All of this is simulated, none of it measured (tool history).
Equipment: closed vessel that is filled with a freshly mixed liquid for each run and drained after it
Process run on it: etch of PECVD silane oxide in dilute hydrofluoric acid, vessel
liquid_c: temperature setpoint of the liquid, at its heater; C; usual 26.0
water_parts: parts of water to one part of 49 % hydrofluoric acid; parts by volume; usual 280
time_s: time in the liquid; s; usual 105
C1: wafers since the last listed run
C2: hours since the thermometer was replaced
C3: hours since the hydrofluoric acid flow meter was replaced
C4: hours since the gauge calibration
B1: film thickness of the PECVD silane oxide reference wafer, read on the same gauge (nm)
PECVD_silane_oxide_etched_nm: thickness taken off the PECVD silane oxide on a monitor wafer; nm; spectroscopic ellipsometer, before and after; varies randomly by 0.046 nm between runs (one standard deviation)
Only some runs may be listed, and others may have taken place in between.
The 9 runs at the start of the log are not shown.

Run 10, hour 444.1: usual settings; C1 5391; C2 202.4; C3 113.9; C4 1086.9; B1 129.99. Result: PECVD_silane_oxide_etched_nm 8.93 nm.
Run 11, hour 511.4: usual settings but liquid_c 29.5 C, time_s 80 s; C1 7574; C2 269.7; C3 181.2; C4 1154.2; B1 129.99. Result: PECVD_silane_oxide_etched_nm 7.63 nm.
Run 12, hour 581.8: usual settings but liquid_c 22.5 C, water_parts 345 parts by volume, time_s 70 s; C1 7923; C2 340.1; C3 251.6; C4 1224.6; B1 129.99. Result: PECVD_silane_oxide_etched_nm 3.99 nm.
Run 13, hour 651.4: usual settings but liquid_c 23.5 C, water_parts 225 parts by volume, time_s 125 s; C1 7833; C2 409.7; C3 321.2; C4 1294.2; B1 130.00. Result: PECVD_silane_oxide_etched_nm 12.71 nm.
Run 14, hour 719.7: usual settings but liquid_c 23.5 C; C1 7687; C2 478.0; C3 389.5; C4 1362.5; B1 130.01. Result: PECVD_silane_oxide_etched_nm 8.04 nm.
Run 15, hour 898.7: usual settings but water_parts 395 parts by volume; C1 20146; C2 657.0; C3 568.5; C4 1541.5; B1 130.00. Result: PECVD_silane_oxide_etched_nm 5.60 nm.
Run 16, hour 962.7: usual settings but liquid_c 28.5 C; C1 7203; C2 721.0; C3 632.5; C4 1605.5; B1 129.99. Result: PECVD_silane_oxide_etched_nm 9.61 nm.
Run 17, hour 991.7: usual settings; C1 3263; C2 750.0; C3 661.5; C4 1634.5; B1 130.02. Result: PECVD_silane_oxide_etched_nm 8.83 nm.
Run 18, hour 1019.7: usual settings but liquid_c 23.5 C, water_parts 365 parts by volume, time_s 140 s; C1 3151; C2 778.0; C3 689.5; C4 1662.5; B1 129.97. Result: PECVD_silane_oxide_etched_nm 7.72 nm.
At hour 1043.9: gauge calibrated.
Run 19, hour 1081.7: usual settings but liquid_c 23.5 C, water_parts 375 parts by volume, time_s 70 s; C1 6978; C2 840.0; C3 751.5; C4 37.8; B1 130.00. Result: PECVD_silane_oxide_etched_nm 3.72 nm.
Run 20, hour 1150.4: usual settings but liquid_c 21.0 C, water_parts 395 parts by volume, time_s 150 s; C1 7732; C2 908.7; C3 820.2; C4 106.5; B1 130.00. Result: PECVD_silane_oxide_etched_nm 6.77 nm.
Run 21, hour 1200.0: usual settings; C1 5582; C2 958.3; C3 869.8; C4 156.1; B1 130.01. Result: PECVD_silane_oxide_etched_nm 8.80 nm.
Run 22, hour 1266.2: usual settings but liquid_c 30.5 C, water_parts 355 parts by volume, time_s 75 s; C1 7450; C2 1024.5; C3 936.0; C4 222.3; B1 130.00. Result: PECVD_silane_oxide_etched_nm 5.37 nm.
Run 23, hour 1335.9: usual settings but water_parts 315 parts by volume; C1 7844; C2 1094.2; C3 1005.7; C4 292.0; B1 129.99. Result: PECVD_silane_oxide_etched_nm 7.59 nm.
Run 24, hour 1391.3: usual settings but liquid_c 29.5 C; C1 6235; C2 1149.6; C3 1061.1; C4 347.4; B1 130.03. Result: PECVD_silane_oxide_etched_nm 9.97 nm.
Run 25, hour 1462.6: usual settings but liquid_c 23.0 C, water_parts 200 parts by volume; C1 8024; C2 1220.9; C3 1132.4; C4 418.7; B1 129.98. Result: PECVD_silane_oxide_etched_nm 12.03 nm.
Run 26, hour 1531.9: usual settings but water_parts 170 parts by volume; C1 7799; C2 1290.2; C3 1201.7; C4 488.0; B1 130.00. Result: PECVD_silane_oxide_etched_nm 16.35 nm.
Run 27, hour 1590.6: usual settings but liquid_c 28.0 C, water_parts 145 parts by volume, time_s 70 s; C1 6606; C2 1348.9; C3 1260.4; C4 546.7; B1 130.00. Result: PECVD_silane_oxide_etched_nm 14.25 nm.
Run 28, hour 1615.4: usual settings but water_parts 370 parts by volume, time_s 135 s; C1 2791; C2 1373.7; C3 1285.2; C4 571.5; B1 129.99. Result: PECVD_silane_oxide_etched_nm 7.88 nm.
At hour 1627.1: hydrofluoric acid flow meter replaced.
Run 29, hour 1648.1: usual settings but liquid_c 21.5 C, water_parts 390 parts by volume, time_s 65 s; C1 3567; C2 1406.4; C3 21.0; C4 604.2; B1 129.98. Result: PECVD_silane_oxide_etched_nm 3.05 nm.
Run 30, hour 1672.9: usual settings; C1 2791; C2 1431.2; C3 45.8; C4 629.0; B1 130.03. Result: PECVD_silane_oxide_etched_nm 8.81 nm.
Run 31, hour 1743.8: usual settings but liquid_c 21.5 C, water_parts 210 parts by volume; C1 7979; C2 1502.1; C3 116.7; C4 699.9; B1 129.98. Result: PECVD_silane_oxide_etched_nm 10.75 nm.
Run 32, hour 1786.9: usual settings; C1 4850; C2 1545.2; C3 159.8; C4 743.0; B1 129.99. Result: PECVD_silane_oxide_etched_nm 8.88 nm.

5 ways to go on from here, each from the tool as it stands after run 32. What would each give?
Run A, hour 1787.6: usual settings; C1 78; C2 1545.9; C3 160.5; C4 743.7; B1 ?. Result: PECVD_silane_oxide_etched_nm ?.
Run B, hour 1787.6: usual settings but liquid_c 28.0 C, water_parts 155 parts by volume, time_s 60 s; C1 78; C2 1545.9; C3 160.5; C4 743.7; B1 ?. Result: PECVD_silane_oxide_etched_nm ?.
Run C, hour 1787.6: usual settings but time_s 70 s; C1 78; C2 1545.9; C3 160.5; C4 743.7; B1 ?. Result: PECVD_silane_oxide_etched_nm ?.
Run D, hour 1787.6: usual settings but liquid_c 23.0 C, time_s 160 s; C1 78; C2 1545.9; C3 160.5; C4 743.7; B1 ?. Result: PECVD_silane_oxide_etched_nm ?.
Run E, hour 1787.6: usual settings but time_s 80 s; C1 78; C2 1545.9; C3 160.5; C4 743.7; B1 ?. Result: PECVD_silane_oxide_etched_nm ?.

run      B1  PECVD_silane_oxide_etched_nm
  A  129.99                          8.86
  B  129.99                         11.31
  C  129.99                          5.91
  D  129.99                         12.16
  E  129.99                          6.75
Had the tool no hidden state, the same runs would have come out as:
run  PECVD_silane_oxide_etched_nm
  A                          8.86
  B                         11.31
  C                          5.91
  D                         12.16
  E                          6.75

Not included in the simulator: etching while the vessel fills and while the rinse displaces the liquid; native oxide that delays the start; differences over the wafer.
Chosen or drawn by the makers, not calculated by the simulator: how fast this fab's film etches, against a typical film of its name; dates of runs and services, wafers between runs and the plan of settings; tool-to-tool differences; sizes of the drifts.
